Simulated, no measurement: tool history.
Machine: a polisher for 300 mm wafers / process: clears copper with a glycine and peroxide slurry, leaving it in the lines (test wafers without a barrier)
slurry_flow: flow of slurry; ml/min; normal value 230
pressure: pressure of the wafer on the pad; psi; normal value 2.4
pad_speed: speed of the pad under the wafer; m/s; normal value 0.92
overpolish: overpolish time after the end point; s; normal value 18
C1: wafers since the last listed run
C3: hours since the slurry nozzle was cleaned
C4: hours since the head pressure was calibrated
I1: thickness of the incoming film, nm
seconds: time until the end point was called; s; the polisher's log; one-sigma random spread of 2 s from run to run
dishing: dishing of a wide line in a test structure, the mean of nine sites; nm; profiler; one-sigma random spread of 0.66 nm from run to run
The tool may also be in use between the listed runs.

Run 1, day 0.000: usual settings; C1 0; wafers polished on this pad 1202; C3 442.5; C4 166.1; I1 634.7. Result: seconds 136.7 s, dishing 48.7 nm.
At day 1.796: worn pad replaced by a new one.
Run 2, day 2.646: usual settings but pressure 3.0 psi, pad_speed 0.74 m/s; C1 435; wafers polished on this pad 149; C3 506.0; C4 229.6; I1 633.6. Result: seconds 139.3 s, dishing 50.9 nm.
Run 3, day 5.508: usual settings but pressure 3.0 psi, pad_speed 0.74 m/s; C1 502; wafers polished on this pad 652; C3 574.7; C4 298.3; I1 641.2. Result: seconds 140.8 s, dishing 49.8 nm.
At day 7.333: slurry nozzle cleaned.
Run 4, day 8.442: usual settings; C1 507; wafers polished on this pad 1159; C3 26.6; C4 368.7; I1 630.3. Result: seconds 137.0 s, dishing 49.1 nm.
At day 9.867: worn pad replaced by a new one.
Run 5, day 9.888: usual settings; C1 224; wafers polished on this pad 4; C3 61.3; C4 403.4; I1 627.6. Result: seconds 136.6 s, dishing 49.9 nm.
Run 6, day 10.908: usual settings; C1 179; wafers polished on this pad 183; C3 85.8; C4 427.9; I1 643.9. Result: seconds 139.7 s, dishing 48.3 nm.
Run 7, day 16.921: usual settings but pressure 2.0 psi, pad_speed 0.84 m/s; C1 1056; wafers polished on this pad 1239; C3 230.1; C4 572.2; I1 618.3. Result: seconds 167.7 s, dishing 40.6 nm.
At day 18.667: worn pad replaced by a new one.
Run 8, day 18.688: usual settings but pressure 2.0 psi, pad_speed 0.84 m/s; C1 281; wafers polished on this pad 3; C3 272.5; C4 614.6; I1 630.3. Result: seconds 168.3 s, dishing 41.2 nm.
Run 9, day 19.662: usual settings but pressure 2.0 psi, pad_speed 0.84 m/s; C1 171; wafers polished on this pad 174; C3 295.9; C4 638.0; I1 630.7. Result: seconds 168.6 s, dishing 42.4 nm.
Run 10, day 21.217: usual settings but pressure 1.9 psi; C1 272; wafers polished on this pad 447; C3 333.2; C4 675.3; I1 639.7. Result: seconds 169.7 s, dishing 42.1 nm.
Run 11, day 24.000: usual settings; C1 488; wafers polished on this pad 936; C3 400.0; C4 742.1; I1 627.0. Result: seconds 135.3 s, dishing 49.7 nm.
At day 26.592: worn pad replaced by a new one.
Run 12, day 26.979: usual settings but slurry_flow 150 ml/min, pad_speed 0.60 m/s; C1 493; wafers polished on this pad 68; C3 471.5; C4 813.6; I1 617.1. Result: seconds 205.3 s, dishing 36.5 nm.
At day 27.867: slurry nozzle cleaned.
Run 13, day 29.179: usual settings; C1 379; wafers polished on this pad 447; C3 31.5; C4 866.4; I1 631.2. Result: seconds 133.5 s, dishing 48.5 nm.
At day 30.821: head pressure recalibrated.
Run 14, day 31.229: usual settings but slurry_flow 160 ml/min, pressure 1.9 psi, pad_speed 0.68 m/s, overpolish 24 s; C1 345; wafers polished on this pad 792; C3 80.7; C4 9.8; I1 636.2. Result: seconds 218.1 s, dishing 43.2 nm.
At day 34.558: worn pad replaced by a new one.
Run 15, day 35.462: usual settings; C1 714; wafers polished on this pad 158; C3 182.3; C4 111.4; I1 620.6. Result: seconds 136.9 s, dishing 50.0 nm.
Run 16, day 36.783: usual settings but pressure 3.0 psi, pad_speed 0.74 m/s; C1 231; wafers polished on this pad 390; C3 214.0; C4 143.1; I1 630.8. Result: seconds 135.5 s, dishing 48.5 nm.
Run 17, day 38.404: usual settings but slurry_flow 285 ml/min, pad_speed 0.70 m/s; C1 284; wafers polished on this pad 675; C3 252.9; C4 182.0; I1 622.1. Result: seconds 163.3 s, dishing 42.9 nm.
Run 18, day 40.983: usual settings but slurry_flow 210 ml/min; C1 453; wafers polished on this pad 1128; C3 314.8; C4 243.9; I1 632.6. Result: seconds 137.0 s, dishing 49.5 nm.
At day 43.242: worn pad replaced by a new one.
Run 19, day 43.871: usual settings but slurry_flow 300 ml/min; C1 477; wafers polished on this pad 110; C3 384.1; C4 313.2; I1 631.9. Result: seconds 134.1 s, dishing 50.3 nm.

The next listed run, before its measurement:
Run 20, day 46.104: usual settings but slurry_flow 260 ml/min, pressure 1.6 psi, pad_speed 0.82 m/s, overpolish 9 s; C1 392; wafers polished on this pad 503; C3 437.7; C4 366.8; I1 616.0. Result: seconds ?, dishing ?.

Run 20 measured seconds 198.1 s, dishing 18.8 nm.
On a tool with no hidden condition, and with the same random variation, this run would have come out at seconds 198.1 s, dishing 18.8 nm.
